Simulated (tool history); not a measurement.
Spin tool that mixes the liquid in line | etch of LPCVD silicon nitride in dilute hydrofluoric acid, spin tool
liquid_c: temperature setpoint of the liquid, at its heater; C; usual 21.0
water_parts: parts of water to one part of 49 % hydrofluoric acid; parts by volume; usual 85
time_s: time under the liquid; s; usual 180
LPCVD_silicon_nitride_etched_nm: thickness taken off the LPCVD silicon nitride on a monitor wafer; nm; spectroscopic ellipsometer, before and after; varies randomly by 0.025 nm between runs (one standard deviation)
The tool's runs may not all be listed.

| run | day | liquid_c | water_parts | time_s | wafers since the last listed run | hours since the thermometer was replaced | hours since the hydrofluoric acid flow meter was replaced | hours since the gauge calibration | read-back film thickness of the LPCVD silicon nitride reference wafer, read on the same gauge (nm) | LPCVD_silicon_nitride_etched_nm |
|---|---|---|---|---|---|---|---|---|---|---|
| 1 | 0.000 | 21.0 | 85 | 180 | 0 | 562.6 | 885.3 | 823.3 | 130.016 | 0.865 |
| 2 | 2.983 | 21.0 | 85 | 180 | 473 | 634.2 | 956.9 | 894.9 | 129.999 | 0.843 |
| 3 | 5.588 | 21.0 | 85 | 180 | 413 | 696.7 | 1019.4 | 957.4 | 130.005 | 0.793 |
| 4 | 6.812 | 21.0 | 85 | 180 | 194 | 726.1 | 1048.8 | 986.8 | 129.996 | 0.853 |
| 5 | 9.242 | 21.0 | 85 | 180 | 385 | 784.4 | 1107.1 | 1045.1 | 130.001 | 0.823 |
| 6 | 11.850 | 21.0 | 85 | 180 | 414 | 847.0 | 1169.7 | 1107.7 | 130.008 | 0.792 |
| 7 | 14.179 | 21.0 | 85 | 180 | 369 | 902.9 | 1225.6 | 1163.6 | 129.995 | 0.807 |
| 8 | 23.150 | 21.0 | 85 | 180 | 1424 | 1118.2 | 1440.9 | 1378.9 | 130.003 | 0.743 |
| 9 | 24.621 | 21.0 | 85 | 180 | 233 | 1153.5 | 1476.2 | 1414.2 | 129.999 | 0.754 |
| 10 | 27.512 | 21.0 | 85 | 180 | 459 | 1222.9 | 1545.6 | 1483.6 | 130.006 | 0.759 |
|  | 28.158 | thermometer replaced |
| 11 | 29.475 | 21.0 | 85 | 180 | 305 | 31.6 | 1592.7 | 1530.7 | 130.004 | 0.841 |
| 12 | 31.267 | 21.0 | 85 | 180 | 284 | 74.6 | 1635.7 | 1573.7 | 129.996 | 0.871 |
| 13 | 32.850 | 21.0 | 85 | 180 | 251 | 112.6 | 1673.7 | 1611.7 | 129.990 | 0.833 |
| 14 | 34.804 | 21.0 | 85 | 180 | 310 | 159.5 | 1720.6 | 1658.6 | 129.986 | 0.868 |
|  | 36.325 | gauge calibrated |
| 15 | 37.688 | 18.5 | 85 | 180 | 457 | 228.7 | 1789.8 | 32.7 | 129.995 | 0.720 |
| 16 | 40.283 | 18.0 | 105 | 240 | 412 | 291.0 | 1852.1 | 95.0 | 129.982 | 0.757 |
|  | 46.283 | hydrofluoric acid flow meter replaced |
| 17 | 47.338 | 23.5 | 85 | 180 | 1113 | 460.3 | 25.3 | 264.3 | 129.982 | 0.950 |
| 18 | 49.533 | 19.5 | 50 | 265 | 348 | 513.0 | 78.0 | 317.0 | 129.999 | 1.857 |
| 19 | 50.958 | 18.0 | 85 | 180 | 226 | 547.2 | 112.2 | 351.2 | 130.005 | 0.658 |

Run 20, settings as shown, results not yet in. Your forecast:
| 20 | 53.504 | 21.0 | 85 | 180 | 404 | 608.3 | 173.3 | 412.3 | ? | ? |

{"run 20": {"read-back film thickness of the LPCVD silicon nitride reference wafer, read on the same gauge (nm)": 130.006, "LPCVD_silicon_nitride_etched_nm": 0.787}}
Take away the tool's hidden state, keep the run-to-run variation as it was, and the same run would have given LPCVD_silicon_nitride_etched_nm 0.881 nm.
